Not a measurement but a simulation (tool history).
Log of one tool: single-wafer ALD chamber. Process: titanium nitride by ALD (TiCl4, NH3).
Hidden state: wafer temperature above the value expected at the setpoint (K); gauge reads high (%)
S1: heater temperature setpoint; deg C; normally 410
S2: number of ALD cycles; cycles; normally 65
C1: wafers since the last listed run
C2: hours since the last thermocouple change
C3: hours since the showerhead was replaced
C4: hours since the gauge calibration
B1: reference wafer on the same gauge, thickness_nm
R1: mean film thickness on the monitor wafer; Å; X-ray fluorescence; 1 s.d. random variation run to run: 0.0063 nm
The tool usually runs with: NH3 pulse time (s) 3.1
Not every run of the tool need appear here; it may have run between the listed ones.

{"run": 1, "hour": 0.0, "S1": 410, "S2": 65, "NH3 pulse time (s)": 3.1, "C1": 0, "C2": 2690.9, "C3": 2605, "C4": 268.1, "B1": 1.348, "R1": 13.22}
{"run": 2, "hour": 8.6, "S1": 410, "S2": 65, "NH3 pulse time (s)": 3.1, "C1": 24, "C2": 2699.5, "C3": 2613.6, "C4": 276.7, "B1": 1.349, "R1": 13.26}
{"run": 3, "hour": 16.5, "S1": 410, "S2": 65, "NH3 pulse time (s)": 3.1, "C1": 22, "C2": 2707.4, "C3": 2621.5, "C4": 284.6, "B1": 1.351, "R1": 13.17}
{"run": 4, "hour": 31.5, "S1": 410, "S2": 65, "NH3 pulse time (s)": 3.1, "C1": 41, "C2": 2722.4, "C3": 2636.5, "C4": 299.6, "B1": 1.351, "R1": 13.26}
{"run": 5, "hour": 43.8, "S1": 410, "S2": 65, "NH3 pulse time (s)": 3.1, "C1": 34, "C2": 2734.7, "C3": 2648.8, "C4": 311.9, "B1": 1.347, "R1": 13.16}
{"run": 6, "hour": 55.8, "S1": 410, "S2": 65, "NH3 pulse time (s)": 3.1, "C1": 33, "C2": 2746.7, "C3": 2660.8, "C4": 323.9, "B1": 1.351, "R1": 13.13}
{"run": 7, "hour": 71.3, "S1": 410, "S2": 65, "NH3 pulse time (s)": 3.1, "C1": 43, "C2": 2762.2, "C3": 2676.3, "C4": 339.4, "B1": 1.35, "R1": 13.15}
{"run": 8, "hour": 79.6, "S1": 410, "S2": 65, "NH3 pulse time (s)": 3.1, "C1": 23, "C2": 2770.5, "C3": 2684.6, "C4": 347.7, "B1": 1.35, "R1": 13.3}
{"run": 9, "hour": 87.3, "S1": 415, "S2": 58, "NH3 pulse time (s)": 3.1, "C1": 21, "C2": 2778.2, "C3": 2692.3, "C4": 355.4, "B1": 1.349, "R1": 11.89}
{"run": 10, "hour": 94.6, "S1": 415, "S2": 58, "NH3 pulse time (s)": 3.1, "C1": 20, "C2": 2785.5, "C3": 2699.6, "C4": 362.7, "B1": 1.352, "R1": 11.77}
{"run": 11, "hour": 106.1, "S1": 410, "S2": 62, "NH3 pulse time (s)": 3.1, "C1": 32, "C2": 2797, "C3": 2711.1, "C4": 374.2, "B1": 1.353, "R1": 12.63}
{"run": 12, "hour": 115.3, "S1": 410, "S2": 62, "NH3 pulse time (s)": 3.1, "C1": 25, "C2": 2806.2, "C3": 2720.3, "C4": 383.4, "B1": 1.349, "R1": 12.67}
{"run": 13, "hour": 122.0, "S1": 410, "S2": 65, "NH3 pulse time (s)": 3.1, "C1": 18, "C2": 2812.9, "C3": 2727, "C4": 390.1, "B1": 1.351, "R1": 13.26}
{"run": 14, "hour": 135.5, "S1": 410, "S2": 65, "NH3 pulse time (s)": 3.1, "C1": 37, "C2": 2826.4, "C3": 2740.5, "C4": 403.6, "B1": 1.35, "R1": 13.21}
{"run": 15, "hour": 149.3, "S1": 410, "S2": 65, "NH3 pulse time (s)": 2.16, "C1": 38, "C2": 2840.2, "C3": 2754.3, "C4": 417.4, "B1": 1.348, "R1": 13.01}
{"hour": 162.7, "done": "thermocouple changed; heater temperature recalibrated"}
{"run": 16, "hour": 167.0, "S1": 410, "S2": 65, "NH3 pulse time (s)": 2.16, "C1": 27, "C2": 4.3, "C3": 2772, "C4": 435.1, "B1": 1.353, "R1": 13.08}
{"run": 17, "hour": 181.5, "S1": 410, "S2": 65, "NH3 pulse time (s)": 2.16, "C1": 40, "C2": 18.8, "C3": 2786.5, "C4": 449.6, "B1": 1.352, "R1": 12.99}
{"run": 18, "hour": 198.1, "S1": 410, "S2": 65, "NH3 pulse time (s)": 3.1, "C1": 46, "C2": 35.4, "C3": 2803.1, "C4": 466.2, "B1": 1.348, "R1": 13.24}
{"run": 19, "hour": 205.4, "S1": 410, "S2": 65, "NH3 pulse time (s)": 3.1, "C1": 20, "C2": 42.7, "C3": 2810.4, "C4": 473.5, "B1": 1.348, "R1": 13.27}
{"hour": 214.1, "done": "showerhead replaced"}
{"run": 20, "hour": 221.9, "S1": 397, "S2": 65, "NH3 pulse time (s)": 2.42, "C1": 23, "C2": 59.2, "C3": 7.8, "C4": 490, "B1": 1.349, "R1": 13.15}
{"run": 21, "hour": 234.0, "S1": 397, "S2": 69, "NH3 pulse time (s)": 3.89, "C1": 33, "C2": 71.3, "C3": 19.9, "C4": 502.1, "B1": 1.35, "R1": 14.04}
{"run": 22, "hour": 242.0, "S1": 410, "S2": 65, "NH3 pulse time (s)": 2.48, "C1": 22, "C2": 79.3, "C3": 27.9, "C4": 510.1, "B1": 1.35, "R1": 13.19}
{"run": 23, "hour": 254.7, "S1": 410, "S2": 65, "NH3 pulse time (s)": 4.09, "C1": 35, "C2": 92, "C3": 40.6, "C4": 522.8, "B1": 1.349, "R1": 13.34}
{"run": 24, "hour": 272.4, "S1": 410, "S2": 59, "NH3 pulse time (s)": 3.41, "C1": 49, "C2": 109.7, "C3": 58.3, "C4": 540.5, "B1": 1.349, "R1": 12.01}
{"run": 25, "hour": 282.7, "S1": 398, "S2": 54, "NH3 pulse time (s)": 3.65, "C1": 28, "C2": 120, "C3": 68.6, "C4": 550.8, "B1": 1.351, "R1": 10.9}
{"run": 26, "hour": 299.0, "S1": 417, "S2": 59, "NH3 pulse time (s)": 3.1, "C1": 45, "C2": 136.3, "C3": 84.9, "C4": 567.1, "B1": 1.349, "R1": 11.95}
{"run": 27, "hour": 312.8, "S1": 403, "S2": 56, "NH3 pulse time (s)": 2.4, "C1": 38, "C2": 150.1, "C3": 98.7, "C4": 580.9, "B1": 1.349, "R1": 11.26}
{"run": 28, "hour": 321.4, "S1": 410, "S2": 65, "NH3 pulse time (s)": 3.1, "C1": 24, "C2": 158.7, "C3": 107.3, "C4": 589.5, "B1": 1.35, "R1": 13.22}
{"run": 29, "hour": 331.8, "S1": 410, "S2": 76, "NH3 pulse time (s)": 2.47, "C1": 29, "C2": 169.1, "C3": 117.7, "C4": 599.9, "B1": 1.35, "R1": 15.42}
{"hour": 340.7, "done": "gauge calibrated"}
{"run": 30, "hour": 370.0, "S1": 416, "S2": 65, "NH3 pulse time (s)": 3.77, "C1": 106, "C2": 207.3, "C3": 155.9, "C4": 29.3, "B1": 1.348, "R1": 13.21}
{"run": 31, "hour": 378.6, "S1": 410, "S2": 53, "NH3 pulse time (s)": 2.18, "C1": 24, "C2": 215.9, "C3": 164.5, "C4": 37.9, "B1": 1.349, "R1": 10.7}
{"run": 32, "hour": 385.4, "S1": 425, "S2": 54, "NH3 pulse time (s)": 3.1, "C1": 19, "C2": 222.7, "C3": 171.3, "C4": 44.7, "B1": 1.353, "R1": 11.02}
{"run": 33, "hour": 397.8, "S1": 410, "S2": 65, "NH3 pulse time (s)": 3.1, "C1": 34, "C2": 235.1, "C3": 183.7, "C4": 57.1, "B1": 1.351, "R1": 13.14}
{"run": 34, "hour": 413.7, "S1": 410, "S2": 65, "NH3 pulse time (s)": 3.1, "C1": 44, "C2": 251, "C3": 199.6, "C4": 73, "B1": 1.352, "R1": 13.2}
{"run": 35, "hour": 423.7, "S1": 410, "S2": 65, "NH3 pulse time (s)": 3.1, "C1": 27, "C2": 261, "C3": 209.6, "C4": 83, "B1": 1.35, "R1": 13.22}
{"run": 36, "hour": 430.0, "S1": 418, "S2": 72, "NH3 pulse time (s)": 3.79, "C1": 17, "C2": 267.3, "C3": 215.9, "C4": 89.3, "B1": 1.348, "R1": 14.64}
{"run": 37, "hour": 440.0, "S1": 410, "S2": 65, "NH3 pulse time (s)": 3.1, "C1": 27, "C2": 277.3, "C3": 225.9, "C4": 99.3, "B1": 1.349, "R1": 13.31}
{"run": 38, "hour": 457.4, "S1": 410, "S2": 65, "NH3 pulse time (s)": 3.1, "C1": 48, "C2": 294.7, "C3": 243.3, "C4": 116.7, "B1": 1.351, "R1": 13.27}
{"run": 39, "hour": 463.8, "S1": 405, "S2": 65, "NH3 pulse time (s)": 3.1, "C1": 17, "C2": 301.1, "C3": 249.7, "C4": 123.1, "B1": 1.348, "R1": 13.3}

Give the tool's hidden conditions for every run:
wafer temperature above the value expected at the setpoint (K): 0 at every run
gauge reads high (%): 0 at every run

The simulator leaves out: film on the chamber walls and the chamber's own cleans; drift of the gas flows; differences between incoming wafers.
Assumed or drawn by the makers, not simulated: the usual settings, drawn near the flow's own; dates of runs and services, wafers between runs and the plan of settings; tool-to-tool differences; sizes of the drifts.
